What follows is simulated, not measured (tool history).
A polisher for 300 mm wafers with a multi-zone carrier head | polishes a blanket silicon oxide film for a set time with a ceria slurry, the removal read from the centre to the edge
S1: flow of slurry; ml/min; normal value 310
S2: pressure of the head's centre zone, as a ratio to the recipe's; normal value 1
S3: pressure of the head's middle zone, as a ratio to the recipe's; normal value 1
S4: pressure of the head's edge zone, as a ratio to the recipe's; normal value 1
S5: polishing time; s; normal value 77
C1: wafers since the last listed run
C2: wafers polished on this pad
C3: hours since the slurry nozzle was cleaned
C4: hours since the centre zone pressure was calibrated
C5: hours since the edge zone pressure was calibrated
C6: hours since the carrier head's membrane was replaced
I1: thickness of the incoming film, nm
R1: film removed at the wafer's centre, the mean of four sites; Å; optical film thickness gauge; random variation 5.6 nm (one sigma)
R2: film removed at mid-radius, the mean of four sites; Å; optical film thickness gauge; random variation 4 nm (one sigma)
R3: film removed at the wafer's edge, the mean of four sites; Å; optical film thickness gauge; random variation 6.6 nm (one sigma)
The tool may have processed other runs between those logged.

{"run": 1, "hour": 0.0, "S1": 310, "S2": 0.97, "S3": 1, "S4": 1, "S5": 77, "C1": 0, "C2": 899, "C3": 115.8, "C4": 643.3, "C5": 968.1, "C6": 138.7, "I1": 1751.5, "R1": 5330, "R2": 5185, "R3": 5033}
{"run": 2, "hour": 9.9, "S1": 310, "S2": 1, "S3": 1, "S4": 1, "S5": 77, "C1": 106, "C2": 1005, "C3": 125.7, "C4": 653.2, "C5": 978, "C6": 148.6, "I1": 1734.3, "R1": 5612, "R2": 5234, "R3": 4994}
{"run": 3, "hour": 21.2, "S1": 275, "S2": 1, "S3": 1, "S4": 1, "S5": 77, "C1": 121, "C2": 1127, "C3": 137, "C4": 664.5, "C5": 989.3, "C6": 159.9, "I1": 1772.8, "R1": 5548, "R2": 5127, "R3": 4893}
{"hour": 28.0, "done": "worn pad replaced by a new one"}
{"run": 4, "hour": 35.4, "S1": 205, "S2": 1, "S3": 1.08, "S4": 1, "S5": 60, "C1": 109, "C2": 79, "C3": 151.2, "C4": 678.7, "C5": 1003.5, "C6": 174.1, "I1": 1730.9, "R1": 4054, "R2": 4024, "R3": 3818}
{"run": 5, "hour": 42.8, "S1": 310, "S2": 0.88, "S3": 0.94, "S4": 1, "S5": 77, "C1": 79, "C2": 159, "C3": 158.6, "C4": 686.1, "C5": 1010.9, "C6": 181.5, "I1": 1779.5, "R1": 4977, "R2": 5045, "R3": 5005}
{"hour": 45.9, "done": "edge zone pressure recalibrated"}
{"run": 6, "hour": 51.6, "S1": 310, "S2": 1, "S3": 1, "S4": 1, "S5": 77, "C1": 72, "C2": 232, "C3": 167.4, "C4": 694.9, "C5": 5.7, "C6": 190.3, "I1": 1769.2, "R1": 5543, "R2": 5249, "R3": 5065}
{"run": 7, "hour": 59.7, "S1": 345, "S2": 1, "S3": 1.11, "S4": 1.03, "S5": 77, "C1": 86, "C2": 319, "C3": 175.5, "C4": 703, "C5": 13.8, "C6": 198.4, "I1": 1754, "R1": 5656, "R2": 5663, "R3": 5035}
{"run": 8, "hour": 69.5, "S1": 270, "S2": 1, "S3": 1.05, "S4": 0.9, "S5": 54, "C1": 105, "C2": 424, "C3": 185.3, "C4": 712.8, "C5": 23.6, "C6": 208.2, "I1": 1754.8, "R1": 3852, "R2": 3703, "R3": 3258}
{"run": 9, "hour": 77.0, "S1": 310, "S2": 1, "S3": 1, "S4": 1, "S5": 77, "C1": 80, "C2": 504, "C3": 192.8, "C4": 720.3, "C5": 31.1, "C6": 215.7, "I1": 1773.9, "R1": 5623, "R2": 5189, "R3": 5020}
{"hour": 92.2, "done": "centre zone pressure recalibrated"}
{"run": 10, "hour": 92.7, "S1": 230, "S2": 1.12, "S3": 1, "S4": 1.05, "S5": 95, "C1": 147, "C2": 651, "C3": 208.5, "C4": 0.5, "C5": 46.8, "C6": 231.4, "I1": 1733, "R1": 7113, "R2": 6093, "R3": 6056}
{"run": 11, "hour": 99.7, "S1": 310, "S2": 0.93, "S3": 1.07, "S4": 1, "S5": 77, "C1": 75, "C2": 726, "C3": 215.5, "C4": 7.5, "C5": 53.8, "C6": 238.4, "I1": 1796.1, "R1": 4890, "R2": 5525, "R3": 5020}
{"run": 12, "hour": 116.9, "S1": 310, "S2": 0.92, "S3": 0.94, "S4": 1, "S5": 101, "C1": 184, "C2": 911, "C3": 232.7, "C4": 24.7, "C5": 71, "C6": 255.6, "I1": 1751.7, "R1": 6429, "R2": 6530, "R3": 6568}
{"run": 13, "hour": 127.0, "S1": 310, "S2": 1, "S3": 0.9, "S4": 1.09, "S5": 93, "C1": 108, "C2": 1019, "C3": 242.8, "C4": 34.8, "C5": 81.1, "C6": 265.7, "I1": 1794.7, "R1": 6456, "R2": 5764, "R3": 6263}
{"hour": 129.7, "done": "slurry nozzle cleaned"}
{"run": 14, "hour": 143.1, "S1": 310, "S2": 0.95, "S3": 1, "S4": 1, "S5": 91, "C1": 162, "C2": 1181, "C3": 13.4, "C4": 50.9, "C5": 97.2, "C6": 281.8, "I1": 1770.6, "R1": 5890, "R2": 6144, "R3": 5936}

Run 15 has not been measured yet. What should we expect?
{"hour": 151.8, "done": "worn pad replaced by a new one"}
{"run": 15, "hour": 155.9, "S1": 310, "S2": 1, "S3": 1.05, "S4": 1, "S5": 77, "C1": 94, "C2": 44, "C3": 26.2, "C4": 63.7, "C5": 110, "C6": 294.6, "I1": 1743.6, "R1": "?", "R2": "?", "R3": "?"}

{"run 15": {"R1": 5381, "R2": 5373, "R3": 5093}}
With no hidden state in the tool, this same run would have given R1 5366 Å, R2 5373 Å, R3 5093 Å.

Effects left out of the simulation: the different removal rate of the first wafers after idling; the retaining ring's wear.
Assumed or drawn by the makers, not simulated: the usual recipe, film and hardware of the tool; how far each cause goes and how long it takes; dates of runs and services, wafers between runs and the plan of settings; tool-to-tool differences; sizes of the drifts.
